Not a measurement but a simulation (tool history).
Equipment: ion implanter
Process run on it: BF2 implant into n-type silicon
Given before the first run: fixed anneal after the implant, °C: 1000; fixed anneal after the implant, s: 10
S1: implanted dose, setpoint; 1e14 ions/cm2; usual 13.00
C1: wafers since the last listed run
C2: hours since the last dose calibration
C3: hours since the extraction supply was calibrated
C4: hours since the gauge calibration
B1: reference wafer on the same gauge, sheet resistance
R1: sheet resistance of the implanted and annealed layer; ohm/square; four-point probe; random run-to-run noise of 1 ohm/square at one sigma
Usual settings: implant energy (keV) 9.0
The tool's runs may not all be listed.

{"run": 1, "day": 0.0, "S1": 14.61, "implant energy (keV)": 9.0, "C1": 0, "C2": 335.7, "C3": 5300.3, "C4": 385.3, "B1": 238.31, "R1": 261.7}
{"run": 2, "day": 1.992, "S1": 14.61, "implant energy (keV)": 9.0, "C1": 924, "C2": 383.5, "C3": 5348.1, "C4": 433.1, "B1": 237.47, "R1": 260.72}
{"run": 3, "day": 3.429, "S1": 14.61, "implant energy (keV)": 9.0, "C1": 667, "C2": 418.0, "C3": 5382.6, "C4": 467.6, "B1": 237.34, "R1": 260.83}
{"run": 4, "day": 4.904, "S1": 13.0, "implant energy (keV)": 10.0, "C1": 684, "C2": 453.4, "C3": 5418.0, "C4": 503.0, "B1": 236.68, "R1": 251.23}
{"run": 5, "day": 5.783, "S1": 13.0, "implant energy (keV)": 10.0, "C1": 408, "C2": 474.5, "C3": 5439.1, "C4": 524.1, "B1": 236.01, "R1": 251.39}
{"run": 6, "day": 6.8, "S1": 13.0, "implant energy (keV)": 9.0, "C1": 472, "C2": 498.9, "C3": 5463.5, "C4": 548.5, "B1": 236.39, "R1": 263.95}
{"run": 7, "day": 7.496, "S1": 13.0, "implant energy (keV)": 9.0, "C1": 323, "C2": 515.6, "C3": 5480.2, "C4": 565.2, "B1": 236.37, "R1": 262.8}
{"run": 8, "day": 8.342, "S1": 13.0, "implant energy (keV)": 9.0, "C1": 392, "C2": 535.9, "C3": 5500.5, "C4": 585.5, "B1": 235.92, "R1": 262.59}
{"day": 9.067, "done": "gauge calibrated"}
{"run": 9, "day": 9.742, "S1": 13.0, "implant energy (keV)": 9.0, "C1": 650, "C2": 569.5, "C3": 5534.1, "C4": 16.2, "B1": 240.55, "R1": 267.89}
{"run": 10, "day": 11.075, "S1": 13.0, "implant energy (keV)": 9.0, "C1": 619, "C2": 601.5, "C3": 5566.1, "C4": 48.2, "B1": 240.98, "R1": 267.48}
{"run": 11, "day": 11.975, "S1": 13.0, "implant energy (keV)": 9.0, "C1": 417, "C2": 623.1, "C3": 5587.7, "C4": 69.8, "B1": 240.47, "R1": 267.94}
{"run": 12, "day": 12.733, "S1": 13.0, "implant energy (keV)": 9.0, "C1": 352, "C2": 641.3, "C3": 5605.9, "C4": 88.0, "B1": 240.46, "R1": 268.42}
{"run": 13, "day": 13.371, "S1": 13.0, "implant energy (keV)": 9.0, "C1": 296, "C2": 656.6, "C3": 5621.2, "C4": 103.3, "B1": 240.98, "R1": 268.0}
{"day": 15.942, "done": "Faraday cup replaced and dose calibrated"}
{"run": 14, "day": 17.846, "S1": 13.0, "implant energy (keV)": 9.0, "C1": 1923, "C2": 45.7, "C3": 5728.6, "C4": 210.7, "B1": 240.77, "R1": 269.93}
{"run": 15, "day": 18.692, "S1": 13.0, "implant energy (keV)": 8.0, "C1": 392, "C2": 66.0, "C3": 5748.9, "C4": 231.0, "B1": 240.08, "R1": 281.74}
{"day": 19.479, "done": "extraction supply calibrated"}
{"run": 16, "day": 19.575, "S1": 15.67, "implant energy (keV)": 8.5, "C1": 255, "C2": 87.2, "C3": 2.3, "C4": 252.2, "B1": 239.67, "R1": 267.05}
{"run": 17, "day": 20.704, "S1": 15.67, "implant energy (keV)": 8.5, "C1": 524, "C2": 114.3, "C3": 29.4, "C4": 279.3, "B1": 240.06, "R1": 267.44}
{"run": 18, "day": 21.521, "S1": 13.0, "implant energy (keV)": 9.0, "C1": 379, "C2": 133.9, "C3": 49.0, "C4": 298.9, "B1": 239.31, "R1": 266.8}
{"run": 19, "day": 22.729, "S1": 14.04, "implant energy (keV)": 10.5, "C1": 561, "C2": 162.9, "C3": 78.0, "C4": 327.9, "B1": 239.35, "R1": 247.86}
{"run": 20, "day": 23.408, "S1": 16.63, "implant energy (keV)": 9.0, "C1": 315, "C2": 179.2, "C3": 94.3, "C4": 344.2, "B1": 239.33, "R1": 258.24}
{"run": 21, "day": 24.438, "S1": 15.26, "implant energy (keV)": 11.0, "C1": 477, "C2": 203.9, "C3": 119.0, "C4": 368.9, "B1": 238.69, "R1": 242.59}
{"run": 22, "day": 24.95, "S1": 13.0, "implant energy (keV)": 11.5, "C1": 237, "C2": 216.2, "C3": 131.3, "C4": 381.2, "B1": 238.96, "R1": 240.63}
{"run": 23, "day": 25.6, "S1": 15.35, "implant energy (keV)": 11.5, "C1": 301, "C2": 231.8, "C3": 146.9, "C4": 396.8, "B1": 238.86, "R1": 234.43}
{"run": 24, "day": 26.496, "S1": 16.83, "implant energy (keV)": 7.0, "C1": 415, "C2": 253.3, "C3": 168.4, "C4": 418.3, "B1": 238.95, "R1": 282.91}
{"run": 25, "day": 27.083, "S1": 13.0, "implant energy (keV)": 9.0, "C1": 272, "C2": 267.4, "C3": 182.5, "C4": 432.4, "B1": 238.72, "R1": 266.95}
{"run": 26, "day": 28.492, "S1": 16.77, "implant energy (keV)": 12.0, "C1": 653, "C2": 301.2, "C3": 216.3, "C4": 466.2, "B1": 238.47, "R1": 227.48}
{"run": 27, "day": 29.958, "S1": 9.18, "implant energy (keV)": 9.0, "C1": 681, "C2": 336.4, "C3": 251.5, "C4": 501.4, "B1": 237.9, "R1": 279.13}
{"run": 28, "day": 31.046, "S1": 13.0, "implant energy (keV)": 7.5, "C1": 504, "C2": 362.5, "C3": 277.6, "C4": 527.5, "B1": 238.0, "R1": 285.23}
{"run": 29, "day": 32.333, "S1": 9.96, "implant energy (keV)": 11.5, "C1": 597, "C2": 393.4, "C3": 308.5, "C4": 558.4, "B1": 237.48, "R1": 249.17}
{"run": 30, "day": 33.55, "S1": 9.38, "implant energy (keV)": 6.0, "C1": 564, "C2": 422.6, "C3": 337.7, "C4": 587.6, "B1": 236.57, "R1": 319.72}
{"day": 37.371, "done": "gauge calibrated"}
{"run": 31, "day": 37.925, "S1": 13.0, "implant energy (keV)": 9.0, "C1": 2031, "C2": 527.6, "C3": 442.7, "C4": 13.3, "B1": 239.61, "R1": 265.76}
{"run": 32, "day": 39.117, "S1": 13.0, "implant energy (keV)": 9.0, "C1": 553, "C2": 556.2, "C3": 471.3, "C4": 41.9, "B1": 239.9, "R1": 267.99}
{"run": 33, "day": 40.304, "S1": 9.95, "implant energy (keV)": 9.0, "C1": 551, "C2": 584.7, "C3": 499.8, "C4": 70.4, "B1": 238.95, "R1": 277.63}
{"run": 34, "day": 43.142, "S1": 16.87, "implant energy (keV)": 10.0, "C1": 1317, "C2": 652.8, "C3": 567.9, "C4": 138.5, "B1": 239.24, "R1": 248.21}
{"run": 35, "day": 43.65, "S1": 13.0, "implant energy (keV)": 9.0, "C1": 236, "C2": 665.0, "C3": 580.1, "C4": 150.7, "B1": 239.09, "R1": 267.7}
{"run": 36, "day": 44.408, "S1": 16.11, "implant energy (keV)": 7.5, "C1": 352, "C2": 683.2, "C3": 598.3, "C4": 168.9, "B1": 239.65, "R1": 278.01}

Run 37 is up next; what results do you expect?
{"day": 45.567, "done": "Faraday cup replaced and dose calibrated"}
{"run": 37, "day": 48.483, "S1": 15.31, "implant energy (keV)": 9.0, "C1": 1737, "C2": 70.0, "C3": 696.1, "C4": 266.7, "B1": "?", "R1": "?"}

B1: 239.27
R1: 260.39 ohm/square
Had the tool carried no hidden state, the very same run would have given R1 261.84 ohm/square.

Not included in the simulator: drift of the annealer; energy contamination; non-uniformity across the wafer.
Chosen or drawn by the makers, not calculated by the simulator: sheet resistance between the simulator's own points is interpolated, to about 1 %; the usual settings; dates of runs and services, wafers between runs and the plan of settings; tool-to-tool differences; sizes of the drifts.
